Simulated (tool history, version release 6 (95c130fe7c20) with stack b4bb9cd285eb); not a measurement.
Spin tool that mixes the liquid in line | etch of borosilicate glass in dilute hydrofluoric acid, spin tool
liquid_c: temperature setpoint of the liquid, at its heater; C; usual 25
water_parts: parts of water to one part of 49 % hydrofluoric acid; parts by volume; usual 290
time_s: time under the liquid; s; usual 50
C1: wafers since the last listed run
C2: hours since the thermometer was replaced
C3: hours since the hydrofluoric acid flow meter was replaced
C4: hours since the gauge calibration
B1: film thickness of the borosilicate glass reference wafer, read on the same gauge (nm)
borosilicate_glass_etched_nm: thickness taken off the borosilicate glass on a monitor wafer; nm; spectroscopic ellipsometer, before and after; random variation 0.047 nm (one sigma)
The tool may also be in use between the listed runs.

Run 1, day 0: usual settings; C1 0; C2 931.7; C3 349.1; C4 160.3; B1 130. Result: borosilicate_glass_etched_nm 5.61 nm.
Run 2, day 1.454: usual settings; C1 349; C2 966.6; C3 384; C4 195.2; B1 129.99. Result: borosilicate_glass_etched_nm 5.61 nm.
Run 3, day 3.875: usual settings; C1 582; C2 1024.7; C3 442.1; C4 253.3; B1 130.03. Result: borosilicate_glass_etched_nm 5.57 nm.
Run 4, day 6.721: usual settings but liquid_c 28.5 C; C1 684; C2 1093; C3 510.4; C4 321.6; B1 130. Result: borosilicate_glass_etched_nm 6.26 nm.
Run 5, day 8.4: usual settings; C1 404; C2 1133.3; C3 550.7; C4 361.9; B1 130.01. Result: borosilicate_glass_etched_nm 5.57 nm.
Run 6, day 9.779: usual settings; C1 331; C2 1166.4; C3 583.8; C4 395; B1 130.02. Result: borosilicate_glass_etched_nm 5.57 nm.
Run 7, day 12.638: usual settings; C1 687; C2 1235; C3 652.4; C4 463.6; B1 130.02. Result: borosilicate_glass_etched_nm 5.48 nm.
Run 8, day 13.704: usual settings but time_s 25 s; C1 256; C2 1260.6; C3 678; C4 489.2; B1 129.99. Result: borosilicate_glass_etched_nm 2.77 nm.
Run 9, day 15.408: usual settings but time_s 25 s; C1 410; C2 1301.5; C3 718.9; C4 530.1; B1 130.04. Result: borosilicate_glass_etched_nm 2.73 nm.
Run 10, day 17.196: usual settings but liquid_c 22 C, water_parts 175 parts by volume, time_s 40 s; C1 430; C2 1344.4; C3 761.8; C4 573; B1 130. Result: borosilicate_glass_etched_nm 7.41 nm.
At day 17.688: thermometer replaced.
At day 17.725: hydrofluoric acid flow meter replaced.
Run 11, day 21.867: usual settings but time_s 25 s; C1 1104; C2 100.3; C3 99.4; C4 685.1; B1 130. Result: borosilicate_glass_etched_nm 2.91 nm.
Run 12, day 24.067: usual settings; C1 529; C2 153.1; C3 152.2; C4 737.9; B1 130.01. Result: borosilicate_glass_etched_nm 5.8 nm.
Run 13, day 25.567: usual settings but liquid_c 29.5 C, water_parts 185 parts by volume, time_s 40 s; C1 360; C2 189.1; C3 188.2; C4 773.9; B1 129.99. Result: borosilicate_glass_etched_nm 9.72 nm.
Run 14, day 28.425: usual settings but liquid_c 28.5 C, water_parts 145 parts by volume, time_s 65 s; C1 687; C2 257.7; C3 256.8; C4 842.5; B1 130. Result: borosilicate_glass_etched_nm 20.12 nm.
At day 30.938: gauge calibrated.
Run 15, day 31.017: usual settings but liquid_c 20.5 C, water_parts 215 parts by volume, time_s 20 s; C1 623; C2 319.9; C3 319; C4 1.9; B1 129.99. Result: borosilicate_glass_etched_nm 2.87 nm.
Run 16, day 33.338: usual settings but liquid_c 21 C, water_parts 230 parts by volume, time_s 40 s; C1 558; C2 375.6; C3 374.7; C4 57.6; B1 130. Result: borosilicate_glass_etched_nm 5.33 nm.
Run 17, day 35.412: usual settings but liquid_c 20.5 C, water_parts 195 parts by volume, time_s 80 s; C1 499; C2 425.4; C3 424.5; C4 107.4; B1 130.02. Result: borosilicate_glass_etched_nm 12.59 nm.
Run 18, day 37.575: usual settings but liquid_c 28.5 C, water_parts 155 parts by volume, time_s 25 s; C1 520; C2 477.3; C3 476.4; C4 159.3; B1 129.97. Result: borosilicate_glass_etched_nm 7.08 nm.
Run 19, day 40.367: usual settings but liquid_c 22 C; C1 671; C2 544.3; C3 543.4; C4 226.3; B1 130.01. Result: borosilicate_glass_etched_nm 5.13 nm.

Hidden state or all else? Some run-to-run changes of borosilicate_glass_etched_nm, split into what the settings, what came in and random variation would give without the hidden state, and what is left for the hidden state (with any gauge scatter that isn't in both results):
The hidden state here: liquid colder than its thermometer reads (K); hydrofluoric acid flow below the setpoint (%); gauge reads high (%).
Run 10 -> 11: liquid_c 22 -> 25, water_parts 175 -> 290, time_s 40 -> 25, thermometer replaced, hydrofluoric acid flow meter replaced. borosilicate_glass_etched_nm -4.5 nm: hidden state +0.52, all else -5.02.
Run 14 -> 15: liquid_c 28.5 -> 20.5, water_parts 145 -> 215, time_s 65 -> 20, gauge calibrated. borosilicate_glass_etched_nm -17.25 nm: hidden state +0.22, all else -17.47.
